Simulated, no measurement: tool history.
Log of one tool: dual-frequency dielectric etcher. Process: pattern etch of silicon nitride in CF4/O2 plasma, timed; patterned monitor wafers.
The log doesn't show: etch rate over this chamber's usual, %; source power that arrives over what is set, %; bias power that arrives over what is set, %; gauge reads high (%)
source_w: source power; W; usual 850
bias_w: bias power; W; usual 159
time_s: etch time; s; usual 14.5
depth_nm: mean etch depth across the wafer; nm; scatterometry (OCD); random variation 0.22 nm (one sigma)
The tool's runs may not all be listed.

run   hour  source_w  bias_w  time_s  wafers since the last listed run  hours since the last wet clean  hours since the last source power generator calibration  hours since the last bias power generator calibration  hours since the last upper electrode change  hours since the gauge calibration  read-back reference wafer on the same gauge, depth_nm  depth_nm
  1    0.0       850     159    12.0                                 0                           392.1                                                   1596.6                                                 1745.5                                       4307.6                              248.4                                                  40.41     35.84
  2   14.4       850     159    14.5                               307                           406.5                                                   1611.0                                                 1759.9                                       4322.0                              262.8                                                  40.27     43.46
  3   74.6       850     159    14.5                              1286                           466.7                                                   1671.2                                                 1820.1                                       4382.2                              323.0                                                  40.53     43.87
  4   95.5       850     159    14.5                               446                           487.6                                                   1692.1                                                 1841.0                                       4403.1                              343.9                                                  40.33     44.21
  5  125.8       850     159    12.5                               647                           517.9                                                   1722.4                                                 1871.3                                       4433.4                              374.2                                                  40.46     37.84
  6  159.0       850     174    14.5                               709                           551.1                                                   1755.6                                                 1904.5                                       4466.6                              407.4                                                  40.40     45.91
     191.6  -- gauge calibrated
  7  193.8       850     174    14.5                               743                           585.9                                                   1790.4                                                 1939.3                                       4501.4                                2.2                                                  40.33     46.16
     258.7  -- source power generator calibrated
     275.3  -- wet clean of the chamber
  8  275.9       770     159    14.5                              1314                             0.6                                                     17.2                                                 2021.4                                       4583.5                               84.3                                                  40.47     39.27
  9  296.3       770     159    14.5                               435                            21.0                                                     37.6                                                 2041.8                                       4603.9                              104.7                                                  40.50     39.37
     329.8  -- upper electrode replaced
 10  330.3       790     159    11.5                               213                            55.0                                                     71.6                                                 2075.8                                          0.5                              138.7                                                  40.46     31.91
     340.0  -- bias power generator calibrated
 11  343.7       970     159    13.0                               200                            68.4                                                     85.0                                                    3.7                                         13.9                              152.1                                                  40.41     42.67
 12  365.5       850     159    19.0                               465                            90.2                                                    106.8                                                   25.5                                         35.7                              173.9                                                  40.41     56.46
 13  396.7       850     159    14.5                               666                           121.4                                                    138.0                                                   56.7                                         66.9                              205.1                                                  40.38     42.79
 14  422.5      1010     159    13.0                               551                           147.2                                                    163.8                                                   82.5                                         92.7                              230.9                                                  40.35     43.45
 15  434.6       780     159    10.0                               258                           159.3                                                    175.9                                                   94.6                                        104.8                              243.0                                                  40.32     27.76
 16  459.9       850     173    14.5                               540                           184.6                                                    201.2                                                  119.9                                        130.1                              268.3                                                  40.47     43.98
 17  493.4       850     173    14.5                               715                           218.1                                                    234.7                                                  153.4                                        163.6                              301.8                                                  40.47     44.61
 18  510.1       790     159    14.5                               356                           234.8                                                    251.4                                                  170.1                                        180.3                              318.5                                                  40.35     41.12

4 ways to go on from here, each from the tool as it stands after run 18. What would each give?
  A  510.5       850     159    14.5                                 8                           235.2                                                    251.8                                                  170.5                                        180.7                              318.9                                                      ?         ?
  B  510.5       850     142    14.5                                 8                           235.2                                                    251.8                                                  170.5                                        180.7                              318.9                                                      ?         ?
  C  510.5      1030     159    14.5                                 8                           235.2                                                    251.8                                                  170.5                                        180.7                              318.9                                                      ?         ?
  D  510.5       760     129    14.5                                 8                           235.2                                                    251.8                                                  170.5                                        180.7                              318.9                                                      ?         ?

run  read-back reference wafer on the same gauge, depth_nm  depth_nm
  A                                                  40.50     43.50
  B                                                  40.50     41.76
  C                                                  40.50     50.32
  D                                                  40.50     37.14
Without the tool's hidden state the same runs would have given:
run  depth_nm
  A     42.61
  B     40.91
  C     49.30
  D     36.38
